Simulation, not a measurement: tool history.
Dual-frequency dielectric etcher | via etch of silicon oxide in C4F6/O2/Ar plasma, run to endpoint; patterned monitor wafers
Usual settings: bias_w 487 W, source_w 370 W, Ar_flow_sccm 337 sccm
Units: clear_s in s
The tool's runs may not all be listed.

run,hour,bias_w,source_w,Ar_flow_sccm,"incoming incoming film thickness, nm",clear_s
1,0,487,370,297,103.9,24.1
2,12.5,487,370,337,102.6,24.6
3,47.1,487,370,337,103.2,24.2
4,77.1,487,370,337,103,24.2
# hour 150.6: wet clean of the chamber
5,173.3,520,370,337,103.2,24.6
# hour 203.2: source power generator calibrated
6,206.3,520,370,337,102.4,24.6
# hour 212.9: Ar flow controller replaced
# hour 230.7: bias power generator calibrated
# hour 252.6: upper electrode replaced
7,253.1,487,370,337,102.2,24.7
8,261.4,487,370,337,102.2,24.5
9,282.6,367,420,268,103.8,25
10,318.3,448,430,380,102.2,24.1
11,350.2,487,370,337,103.2,24.6
12,363.3,487,370,337,103.1,24.6
13,385.6,537,300,401,102,26.1
14,405,404,370,265,103.3,25.4
15,438.9,597,400,314,102.6,21.7
16,474.2,487,370,337,103.5,24.9

4 ways to go on from here, each from the tool as it stands after run 16. What would each give?
A,474.6,487,420,337,102.9,?
B,474.6,414,310,337,102.9,?
C,474.6,569,320,366,102.9,?
D,474.6,487,370,410,102.9,?

run,clear_s
A,23.4
B,28.4
C,25
D,25.4
Without the tool's hidden state the same runs would have given:
run,clear_s
A,24.1
B,29.4
C,25.8
D,26.2
